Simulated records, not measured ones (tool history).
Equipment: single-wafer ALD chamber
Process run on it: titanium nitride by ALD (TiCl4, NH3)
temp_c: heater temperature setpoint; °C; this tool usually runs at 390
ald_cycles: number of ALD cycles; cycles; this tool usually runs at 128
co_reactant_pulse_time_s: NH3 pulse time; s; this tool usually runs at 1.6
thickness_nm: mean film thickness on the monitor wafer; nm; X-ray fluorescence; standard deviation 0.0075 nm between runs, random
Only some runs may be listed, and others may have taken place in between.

run	hour	temp_c	ald_cycles	co_reactant_pulse_time_s	read-back reference wafer on the same gauge, thickness_nm	thickness_nm
1	0	390	128	1.6	2.689	3.005
2	17.3	390	128	1.6	2.693	2.997
3	49.7	390	128	1.6	2.688	2.995
4	71	390	128	1.6	2.691	2.993
# hour 77: gauge calibrated
5	101.9	390	128	1.6	2.689	2.983
6	129.4	390	128	1.6	2.692	2.992
7	156.6	390	128	1.6	2.691	3
8	184.7	390	128	1.6	2.691	2.994
# hour 206.3: thermocouple changed; heater temperature recalibrated
9	279.4	390	111	1.6	2.688	2.598
# hour 307.1: showerhead replaced
10	307.6	390	117	1.96	2.692	2.776
11	323.2	390	128	1.6	2.691	2.993
12	347.8	390	128	1.33	2.692	2.948
# hour 354.9: gauge calibrated
13	360.3	402	128	1.6	2.692	3.032
14	396	377	136	1.23	2.692	3.051
15	415.2	390	128	1.6	2.693	2.983
16	450.8	390	128	1.24	2.694	2.922
17	465.4	386	113	1.6	2.692	2.628
18	492.1	390	128	1.6	2.69	2.983

4 ways to go on from here, each from the tool as it stands after run 18. What would each give?
A	492.8	385	128	1.6	?	?
B	492.8	380	140	1.6	?	?
C	492.8	383	128	1.44	?	?
D	492.8	380	109	0.99	?	?

run	read-back reference wafer on the same gauge, thickness_nm	thickness_nm
A	2.693	2.978
B	2.693	3.24
C	2.693	2.94
D	2.693	2.346
Without the tool's hidden state the same runs would have given:
run	thickness_nm
A	2.978
B	3.24
C	2.94
D	2.346
